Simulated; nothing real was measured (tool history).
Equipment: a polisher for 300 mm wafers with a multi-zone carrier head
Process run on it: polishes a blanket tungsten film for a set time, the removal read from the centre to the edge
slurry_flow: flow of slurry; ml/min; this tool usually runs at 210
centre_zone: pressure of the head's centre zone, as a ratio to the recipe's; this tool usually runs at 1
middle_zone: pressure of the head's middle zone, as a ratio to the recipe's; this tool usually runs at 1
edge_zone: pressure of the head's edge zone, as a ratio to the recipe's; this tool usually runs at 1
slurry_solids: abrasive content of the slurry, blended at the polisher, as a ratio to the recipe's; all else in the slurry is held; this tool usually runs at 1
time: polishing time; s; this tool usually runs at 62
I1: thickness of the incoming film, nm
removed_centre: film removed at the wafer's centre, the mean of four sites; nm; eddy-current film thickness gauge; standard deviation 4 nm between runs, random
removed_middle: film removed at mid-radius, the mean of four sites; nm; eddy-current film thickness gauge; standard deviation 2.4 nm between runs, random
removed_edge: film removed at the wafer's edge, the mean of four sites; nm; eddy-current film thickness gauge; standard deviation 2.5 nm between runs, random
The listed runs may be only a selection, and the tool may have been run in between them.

Run 1, hour 0: usual settings but centre_zone 1.09; I1 1415.9. Result: removed_centre 368.8 nm, removed_middle 325 nm, removed_edge 323.3 nm.
Run 2, hour 24.8: usual settings but centre_zone 1.09; I1 1390.6. Result: removed_centre 372.3 nm, removed_middle 323.1 nm, removed_edge 320.1 nm.
At hour 39.6: edge zone pressure recalibrated.
At hour 43: slurry nozzle cleaned.
Run 3, hour 54.7: usual settings but centre_zone 1.06; I1 1411.1. Result: removed_centre 363.6 nm, removed_middle 324.4 nm, removed_edge 322.5 nm.
Run 4, hour 86.2: usual settings but centre_zone 1.06; I1 1379.5. Result: removed_centre 356.2 nm, removed_middle 323.5 nm, removed_edge 322.3 nm.
Run 5, hour 120.7: usual settings but centre_zone 1.06; I1 1429.2. Result: removed_centre 365.7 nm, removed_middle 326.4 nm, removed_edge 321.9 nm.
Run 6, hour 149.1: usual settings; I1 1428.3. Result: removed_centre 355.6 nm, removed_middle 321.2 nm, removed_edge 322.6 nm.
At hour 168.2: worn pad replaced by a new one.
Run 7, hour 168.7: usual settings; I1 1373.4. Result: removed_centre 349.6 nm, removed_middle 329.6 nm, removed_edge 319.6 nm.
Run 8, hour 191: usual settings; I1 1426.6. Result: removed_centre 350.7 nm, removed_middle 324.9 nm, removed_edge 324.3 nm.
At hour 267.1: centre zone pressure recalibrated.
Run 9, hour 285.4: usual settings; I1 1410.2. Result: removed_centre 326.5 nm, removed_middle 328.1 nm, removed_edge 321 nm.
Run 10, hour 307.1: usual settings; I1 1380.8. Result: removed_centre 321.3 nm, removed_middle 326.3 nm, removed_edge 321.9 nm.
Run 11, hour 339.4: usual settings but edge_zone 0.94, slurry_solids 0.75; I1 1420. Result: removed_centre 313.6 nm, removed_middle 312.5 nm, removed_edge 299.7 nm.
At hour 352.7: worn pad replaced by a new one.
At hour 366.5: edge zone pressure recalibrated.
At hour 378.7: slurry nozzle cleaned.
Run 12, hour 386.3: usual settings but centre_zone 1.11, slurry_solids 0.9; I1 1393. Result: removed_centre 356.2 nm, removed_middle 321.5 nm, removed_edge 318 nm.
At hour 396.4: carrier head's membrane replaced by a new one.
Run 13, hour 407.2: usual settings but centre_zone 0.93, middle_zone 1.1, edge_zone 1.07, slurry_solids 0.9; I1 1390.6. Result: removed_centre 304.7 nm, removed_middle 341.4 nm, removed_edge 326.2 nm.
Run 14, hour 428.2: usual settings; I1 1396.2. Result: removed_centre 334.5 nm, removed_middle 326.7 nm, removed_edge 316.4 nm.
Run 15, hour 440.7: usual settings but slurry_flow 185 ml/min, edge_zone 1.07, time 50 s; I1 1386.4. Result: removed_centre 262.5 nm, removed_middle 257.3 nm, removed_edge 264.8 nm.
Run 16, hour 472.4: usual settings; I1 1424. Result: removed_centre 339.2 nm, removed_middle 325.1 nm, removed_edge 320.2 nm.
Run 17, hour 485.9: usual settings but centre_zone 0.96, slurry_solids 0.75; I1 1398.3. Result: removed_centre 305.8 nm, removed_middle 308.9 nm, removed_edge 307.8 nm.
Run 18, hour 511.6: usual settings but centre_zone 1.03, edge_zone 0.95; I1 1397.8. Result: removed_centre 358.6 nm, removed_middle 329.8 nm, removed_edge 314.6 nm.
Run 19, hour 532: usual settings; I1 1407.9. Result: removed_centre 331.8 nm, removed_middle 325.3 nm, removed_edge 318.8 nm.
At hour 543.6: worn pad replaced by a new one.
Run 20, hour 553.1: usual settings but slurry_flow 175 ml/min, middle_zone 0.91, edge_zone 1.09; I1 1379.5. Result: removed_centre 338.8 nm, removed_middle 294.7 nm, removed_edge 331.6 nm.

Below are 5 alternative next runs, each starting from the tool's condition after run 20. Predict each:
Run A, hour 553.5: usual settings; I1 1382.9. Result: removed_centre ?, removed_middle ?, removed_edge ?.
Run B, hour 553.5: usual settings but slurry_flow 260 ml/min, edge_zone 1.11; I1 1382.9. Result: removed_centre ?, removed_middle ?, removed_edge ?.
Run C, hour 553.5: usual settings but centre_zone 1.04, time 71 s; I1 1382.9. Result: removed_centre ?, removed_middle ?, removed_edge ?.
Run D, hour 553.5: usual settings but middle_zone 1.03; I1 1382.9. Result: removed_centre ?, removed_middle ?, removed_edge ?.
Run E, hour 553.5: usual settings but centre_zone 1.05; I1 1382.9. Result: removed_centre ?, removed_middle ?, removed_edge ?.

run  removed_centre  removed_middle  removed_edge
  A           348.3           322.7         319.8
  B           359.6           332.1         344.1
  C           414.8           369.5         366.2
  D           348.3           329.9         319.7
  E           365.7           322.6         319.8
With no hidden state in the tool, these same runs would have given:
run  removed_centre  removed_middle  removed_edge
  A           330.7           322.8         319.8
  B           341.5           332.2         344.1
  C             394           369.6         366.2
  D           330.8             330         319.7
  E           347.4           322.7         319.8

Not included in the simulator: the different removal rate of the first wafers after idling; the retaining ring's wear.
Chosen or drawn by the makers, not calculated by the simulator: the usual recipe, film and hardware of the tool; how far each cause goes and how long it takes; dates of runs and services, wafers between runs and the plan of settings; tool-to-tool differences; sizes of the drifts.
